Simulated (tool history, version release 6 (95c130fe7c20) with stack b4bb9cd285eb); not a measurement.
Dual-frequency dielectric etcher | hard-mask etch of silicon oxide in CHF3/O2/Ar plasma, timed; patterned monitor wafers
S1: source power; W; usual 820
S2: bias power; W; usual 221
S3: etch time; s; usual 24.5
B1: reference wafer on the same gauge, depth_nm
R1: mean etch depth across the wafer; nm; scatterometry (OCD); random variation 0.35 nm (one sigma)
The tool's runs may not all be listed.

run 1 hour=0.0 | S1=970 S2=221 S3=24.5 | B1=51.3 | R1=62.5
run 2 hour=69.9 | S1=820 S2=234 S3=24.5 | B1=51.2 | R1=61.3
run 3 hour=102.5 | S1=820 S2=234 S3=24.5 | B1=51.2 | R1=61.0
run 4 hour=147.4 | S1=820 S2=244 S3=24.5 | B1=51.2 | R1=61.6
run 5 hour=181.6 | S1=820 S2=244 S3=24.5 | B1=51.2 | R1=61.9
-- hour=308.1 wet clean of the chamber
run 6 hour=390.9 | S1=680 S2=221 S3=24.5 | B1=51.2 | R1=60.0
run 7 hour=421.1 | S1=890 S2=221 S3=24.5 | B1=51.2 | R1=64.8
run 8 hour=476.1 | S1=890 S2=221 S3=24.5 | B1=51.1 | R1=63.9
-- hour=486.1 bias power generator calibrated
run 9 hour=518.0 | S1=820 S2=221 S3=24.5 | B1=51.1 | R1=63.7
run 10 hour=579.6 | S1=820 S2=221 S3=24.5 | B1=51.2 | R1=63.2
run 11 hour=615.5 | S1=820 S2=189 S3=24.5 | B1=51.2 | R1=61.8
-- hour=651.7 wet clean of the chamber, repeated, since the last time left the tool worse
-- hour=664.6 upper electrode replaced
run 12 hour=681.4 | S1=820 S2=189 S3=24.5 | B1=51.2 | R1=57.9
run 13 hour=731.4 | S1=820 S2=189 S3=24.5 | B1=51.3 | R1=58.0
run 14 hour=756.0 | S1=820 S2=194 S3=24.5 | B1=51.2 | R1=58.6
run 15 hour=803.1 | S1=820 S2=221 S3=24.5 | B1=51.2 | R1=59.9
run 16 hour=830.0 | S1=820 S2=246 S3=24.5 | B1=51.1 | R1=61.7
run 17 hour=893.6 | S1=730 S2=221 S3=24.5 | B1=51.2 | R1=58.5
-- hour=908.9 source power generator calibrated
run 18 hour=963.7 | S1=970 S2=237 S3=29.0 | B1=51.2 | R1=76.5
-- hour=1013.0 gauge calibrated
run 19 hour=1031.0 | S1=650 S2=251 S3=24.5 | B1=51.2 | R1=59.5
-- hour=1115.6 wet clean of the chamber
run 20 hour=1116.1 | S1=820 S2=221 S3=24.5 | B1=51.2 | R1=59.5
run 21 hour=1158.6 | S1=1010 S2=221 S3=24.5 | B1=51.2 | R1=62.8
run 22 hour=1193.7 | S1=820 S2=221 S3=24.5 | B1=51.1 | R1=60.2
run 23 hour=1226.6 | S1=820 S2=240 S3=24.5 | B1=51.1 | R1=60.8
run 24 hour=1257.4 | S1=930 S2=256 S3=29.0 | B1=51.2 | R1=75.9
run 25 hour=1467.1 | S1=820 S2=221 S3=24.5 | B1=51.3 | R1=61.2
run 26 hour=1517.2 | S1=820 S2=221 S3=24.5 | B1=51.2 | R1=61.0
run 27 hour=1547.3 | S1=940 S2=267 S3=19.5 | B1=51.2 | R1=52.5
run 28 hour=1584.0 | S1=650 S2=167 S3=28.0 | B1=51.2 | R1=63.1
run 29 hour=1628.0 | S1=820 S2=221 S3=24.5 | B1=51.2 | R1=62.3
-- hour=1656.8 wet clean of the chamber
run 30 hour=1671.6 | S1=820 S2=221 S3=24.5 | B1=51.2 | R1=58.6
run 31 hour=1702.1 | S1=820 S2=221 S3=24.5 | B1=51.2 | R1=59.8

3 ways to go on from here, each from the tool as it stands after run 31. What would each give?
run A hour=1702.5 | S1=820 S2=221 S3=21.0 | B1=? | R1=?
run B hour=1702.5 | S1=820 S2=184 S3=29.0 | B1=? | R1=?
run C hour=1702.5 | S1=950 S2=267 S3=22.0 | B1=? | R1=?

run=A B1=51.1 R1=50.8
run=B B1=51.1 R1=67.9
run=C B1=51.1 R1=57.2
Without the tool's hidden state the same runs would have given:
run=A R1=50.9
run=B R1=68.1
run=C R1=57.3

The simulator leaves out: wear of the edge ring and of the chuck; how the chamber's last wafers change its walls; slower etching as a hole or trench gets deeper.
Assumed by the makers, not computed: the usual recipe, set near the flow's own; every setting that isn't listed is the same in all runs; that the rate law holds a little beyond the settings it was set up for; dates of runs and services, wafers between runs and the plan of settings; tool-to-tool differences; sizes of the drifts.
